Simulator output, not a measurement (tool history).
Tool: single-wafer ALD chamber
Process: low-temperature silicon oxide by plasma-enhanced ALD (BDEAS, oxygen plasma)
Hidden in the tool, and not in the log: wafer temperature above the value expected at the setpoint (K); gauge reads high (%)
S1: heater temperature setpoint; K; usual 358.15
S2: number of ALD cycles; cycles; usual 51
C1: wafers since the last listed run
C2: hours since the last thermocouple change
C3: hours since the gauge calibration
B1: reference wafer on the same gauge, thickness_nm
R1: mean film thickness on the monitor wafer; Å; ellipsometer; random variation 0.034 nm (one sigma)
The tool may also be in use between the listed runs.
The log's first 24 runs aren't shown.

run 25 hour=1332.0 | S1=363.15 S2=45 | C1=523 C2=744.3 C3=695.4 | B1=6.972 | R1=67.69
run 26 hour=1367.3 | S1=358.15 S2=51 | C1=265 C2=779.6 C3=730.7 | B1=6.983 | R1=77.46
run 27 hour=1424.8 | S1=366.15 S2=43 | C1=432 C2=837.1 C3=788.2 | B1=7.002 | R1=63.78
run 28 hour=1463.4 | S1=358.15 S2=41 | C1=290 C2=875.7 C3=826.8 | B1=7.023 | R1=63.50
run 29 hour=1512.9 | S1=369.15 S2=59 | C1=372 C2=925.2 C3=876.3 | B1=7.047 | R1=88.30
run 30 hour=1552.1 | S1=350.15 S2=44 | C1=294 C2=964.4 C3=915.5 | B1=7.057 | R1=69.69
run 31 hour=1606.4 | S1=358.15 S2=51 | C1=408 C2=1018.7 C3=969.8 | B1=7.093 | R1=78.90
run 32 hour=1643.2 | S1=358.15 S2=51 | C1=276 C2=1055.5 C3=1006.6 | B1=7.115 | R1=79.15
run 33 hour=1679.3 | S1=358.15 S2=41 | C1=271 C2=1091.6 C3=1042.7 | B1=7.116 | R1=64.24
run 34 hour=1755.8 | S1=363.15 S2=58 | C1=575 C2=1168.1 C3=1119.2 | B1=7.164 | R1=89.78

Forecast each of these 5 alternatives for the next run:
run A hour=1756.3 | S1=358.15 S2=51 | C1=3 C2=1168.6 C3=1119.7 | B1=? | R1=?
run B hour=1756.3 | S1=358.15 S2=45 | C1=3 C2=1168.6 C3=1119.7 | B1=? | R1=?
run C hour=1756.3 | S1=358.15 S2=42 | C1=3 C2=1168.6 C3=1119.7 | B1=? | R1=?
run D hour=1756.3 | S1=354.15 S2=44 | C1=3 C2=1168.6 C3=1119.7 | B1=? | R1=?
run E hour=1756.3 | S1=348.15 S2=56 | C1=3 C2=1168.6 C3=1119.7 | B1=? | R1=?

run=A B1=7.188 R1=79.78
run=B B1=7.188 R1=70.39
run=C B1=7.188 R1=65.70
run=D B1=7.188 R1=69.66
run=E B1=7.188 R1=90.24
Without the tool's hidden state the same runs would have given:
run=A R1=76.49
run=B R1=67.49
run=C R1=62.99
run=D R1=66.79
run=E R1=86.52
